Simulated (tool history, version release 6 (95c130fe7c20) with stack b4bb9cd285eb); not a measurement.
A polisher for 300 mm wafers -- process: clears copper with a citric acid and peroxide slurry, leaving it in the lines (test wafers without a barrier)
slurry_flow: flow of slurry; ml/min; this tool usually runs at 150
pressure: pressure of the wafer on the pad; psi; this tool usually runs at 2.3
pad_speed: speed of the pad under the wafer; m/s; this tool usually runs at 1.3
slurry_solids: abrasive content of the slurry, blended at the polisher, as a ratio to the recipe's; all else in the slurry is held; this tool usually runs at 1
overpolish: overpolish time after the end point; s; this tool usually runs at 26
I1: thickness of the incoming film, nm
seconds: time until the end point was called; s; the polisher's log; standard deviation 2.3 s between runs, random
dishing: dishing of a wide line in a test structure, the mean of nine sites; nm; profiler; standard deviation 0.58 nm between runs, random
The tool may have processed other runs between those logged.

Run 1, hour 0: usual settings; I1 289.1. Result: seconds 146.6 s, dishing 34.2 nm.
At hour 13: head pressure recalibrated.
Run 2, hour 13.5: usual settings but overpolish 21 s; I1 282. Result: seconds 129 s, dishing 32.5 nm.
Run 3, hour 25.8: usual settings but slurry_flow 165 ml/min; I1 286.1. Result: seconds 121.9 s, dishing 39.8 nm.
Run 4, hour 39.5: usual settings but slurry_flow 115 ml/min; I1 290.1. Result: seconds 136.3 s, dishing 37.2 nm.
Run 5, hour 76: usual settings but slurry_flow 115 ml/min; I1 280.1. Result: seconds 134.7 s, dishing 38.6 nm.
Run 6, hour 86.7: usual settings but slurry_flow 115 ml/min; I1 288.4. Result: seconds 143 s, dishing 37 nm.
Run 7, hour 100.1: usual settings but slurry_solids 0.9; I1 287.4. Result: seconds 133.6 s, dishing 38.9 nm.
At hour 115.2: slurry blender recalibrated.
At hour 120.2: worn pad replaced by a new one, of another model than before.
Run 8, hour 120.7: usual settings; I1 282.6. Result: seconds 130.4 s, dishing 38.9 nm.
Run 9, hour 125.9: usual settings; I1 287.6. Result: seconds 131 s, dishing 38.8 nm.
Run 10, hour 142.5: usual settings but pad_speed 1.02 m/s; I1 282.8. Result: seconds 151.9 s, dishing 34.6 nm.
Run 11, hour 155.9: usual settings but pad_speed 1.02 m/s; I1 284.4. Result: seconds 149.1 s, dishing 35.4 nm.
Run 12, hour 173: usual settings; I1 287.8. Result: seconds 130.6 s, dishing 38.4 nm.
Run 13, hour 187.8: usual settings; I1 285.7. Result: seconds 136 s, dishing 38.1 nm.
Run 14, hour 194.1: usual settings but slurry_flow 115 ml/min, pad_speed 1.72 m/s, slurry_solids 1.1; I1 288.7. Result: seconds 114.1 s, dishing 43.6 nm.
Run 15, hour 211.6: usual settings but slurry_solids 0.8, overpolish 21 s; I1 287. Result: seconds 139.7 s, dishing 30.2 nm.
Run 16, hour 221.7: usual settings but pad_speed 1.1 m/s; I1 281.8. Result: seconds 144.7 s, dishing 36.4 nm.
At hour 230.4: slurry nozzle cleaned.
Run 17, hour 236.9: usual settings but slurry_flow 120 ml/min, pressure 2 psi, overpolish 18 s; I1 281.8. Result: seconds 146.2 s, dishing 25.2 nm.
At hour 244.7: worn pad replaced by a new one.
Run 18, hour 275.9: usual settings but pressure 1.7 psi, pad_speed 0.96 m/s, slurry_solids 1.3, overpolish 14 s; I1 282.3. Result: seconds 175.2 s, dishing 17.3 nm.
At hour 278.7: slurry blender recalibrated.
Run 19, hour 283: usual settings but pressure 2.6 psi; I1 284.9. Result: seconds 126.8 s, dishing 39.9 nm.
Run 20, hour 333.8: usual settings but slurry_flow 165 ml/min, pad_speed 1.64 m/s, overpolish 18 s; I1 281.3. Result: seconds 113.3 s, dishing 31.2 nm.
At hour 336.6: head pressure recalibrated.
Run 21, hour 343.2: usual settings; I1 282.3. Result: seconds 127.8 s, dishing 39 nm.
Run 22, hour 358.9: usual settings but overpolish 31 s; I1 284.6. Result: seconds 129.7 s, dishing 45.6 nm.
Run 23, hour 365.4: usual settings but pressure 1.9 psi, pad_speed 1.1 m/s, slurry_solids 1.2, overpolish 34 s; I1 286.5. Result: seconds 143.2 s, dishing 42.9 nm.

Run 24 has not been measured yet. What should we expect?
At hour 392: worn pad replaced by a new one.
Run 24, hour 409.7: usual settings but slurry_solids 1.1, overpolish 22 s; I1 285.2. Result: seconds ?, dishing ?.

Run 24 measured seconds 122.3 s, dishing 35.1 nm.
Were there no unlogged condition in the tool, this run, its random variation unchanged, would have produced seconds 122.8 s, dishing 35 nm.
